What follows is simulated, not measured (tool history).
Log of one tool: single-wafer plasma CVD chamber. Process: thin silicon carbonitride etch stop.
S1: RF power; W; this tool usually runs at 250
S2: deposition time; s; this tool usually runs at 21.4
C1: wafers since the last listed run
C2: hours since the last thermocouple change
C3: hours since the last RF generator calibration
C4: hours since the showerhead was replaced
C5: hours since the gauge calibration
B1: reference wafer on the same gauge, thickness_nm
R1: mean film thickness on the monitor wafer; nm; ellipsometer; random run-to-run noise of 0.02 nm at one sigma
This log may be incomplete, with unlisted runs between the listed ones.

| run | hour | S1 | S2 | C1 | C2 | C3 | C4 | C5 | B1 | R1 |
|---|---|---|---|---|---|---|---|---|---|---|
| 1 | 0 | 250 | 21.4 | 0 | 1315.5 | 1359.2 | 2201 | 1279.2 | 15.899 | 13.362 |
|  | 26.9 | thermocouple changed; heater temperature recalibrated |
|  | 44.5 | gauge calibrated |
| 2 | 57.7 | 250 | 21.4 | 995 | 30.8 | 1416.9 | 2258.7 | 13.2 | 15.9 | 13.346 |
| 3 | 163.1 | 250 | 21.4 | 2112 | 136.2 | 1522.3 | 2364.1 | 118.6 | 15.897 | 13.341 |
| 4 | 254.9 | 270 | 23.3 | 1839 | 228 | 1614.1 | 2455.9 | 210.4 | 15.904 | 15.001 |
| 5 | 332.5 | 270 | 23.3 | 1555 | 305.6 | 1691.7 | 2533.5 | 288 | 15.902 | 14.916 |
| 6 | 382.8 | 250 | 23.9 | 1007 | 355.9 | 1742 | 2583.8 | 338.3 | 15.902 | 14.851 |
| 7 | 431.8 | 250 | 21.4 | 981 | 404.9 | 1791 | 2632.8 | 387.3 | 15.901 | 13.314 |
| 8 | 483.7 | 265 | 18.8 | 1040 | 456.8 | 1842.9 | 2684.7 | 439.2 | 15.898 | 11.91 |
| 9 | 551.3 | 265 | 18.8 | 1354 | 524.4 | 1910.5 | 2752.3 | 506.8 | 15.9 | 11.924 |
|  | 636.8 | showerhead replaced |
| 10 | 637.3 | 270 | 21.4 | 1563 | 610.4 | 1996.5 | 0.5 | 592.8 | 15.898 | 13.642 |
| 11 | 686.1 | 210 | 25 | 977 | 659.2 | 2045.3 | 49.3 | 641.6 | 15.9 | 14.232 |
| 12 | 755.6 | 290 | 23.7 | 1392 | 728.7 | 2114.8 | 118.8 | 711.1 | 15.902 | 15.518 |
|  | 800.1 | RF generator calibrated |
| 13 | 811 | 225 | 25.6 | 949 | 784.1 | 10.9 | 174.2 | 766.5 | 15.895 | 15.453 |
| 14 | 902 | 270 | 18.5 | 1823 | 875.1 | 101.9 | 265.2 | 857.5 | 15.902 | 12.088 |
| 15 | 956.4 | 290 | 19.8 | 1090 | 929.5 | 156.3 | 319.6 | 911.9 | 15.901 | 13.296 |
| 16 | 1045.5 | 250 | 20.3 | 1785 | 1018.6 | 245.4 | 408.7 | 1001 | 15.898 | 12.82 |
|  | 1109.3 | thermocouple changed; heater temperature recalibrated |
| 17 | 1118 | 270 | 19.6 | 1292 | 8.7 | 317.9 | 481.2 | 1073.5 | 15.898 | 12.783 |
| 18 | 1201.9 | 205 | 24.5 | 1681 | 92.6 | 401.8 | 565.1 | 1157.4 | 15.901 | 14.156 |
| 19 | 1293.1 | 250 | 20.3 | 1827 | 183.8 | 493 | 656.3 | 1248.6 | 15.898 | 12.813 |
|  | 1359.6 | gauge calibrated |
| 20 | 1529.5 | 270 | 19.6 | 4737 | 420.2 | 729.4 | 892.7 | 169.9 | 15.9 | 12.767 |
| 21 | 1812.1 | 250 | 24.9 | 5662 | 702.8 | 1012 | 1175.3 | 452.5 | 15.899 | 15.654 |

Forecast each of these 3 alternatives for the next run:
| A | 1812.5 | 250 | 21.4 | 8 | 703.2 | 1012.4 | 1175.7 | 452.9 | ? | ? |
| B | 1812.5 | 290 | 17.3 | 8 | 703.2 | 1012.4 | 1175.7 | 452.9 | ? | ? |
| C | 1812.5 | 285 | 19.8 | 8 | 703.2 | 1012.4 | 1175.7 | 452.9 | ? | ? |

| run | B1 | R1 |
|---|---|---|
| A | 15.9 | 13.435 |
| B | 15.9 | 11.545 |
| C | 15.9 | 13.122 |
Stripped of hidden state, with their random variation kept, the same runs would have yielded:
| run | R1 |
|---|---|
| A | 13.52 |
| B | 11.618 |
| C | 13.204 |

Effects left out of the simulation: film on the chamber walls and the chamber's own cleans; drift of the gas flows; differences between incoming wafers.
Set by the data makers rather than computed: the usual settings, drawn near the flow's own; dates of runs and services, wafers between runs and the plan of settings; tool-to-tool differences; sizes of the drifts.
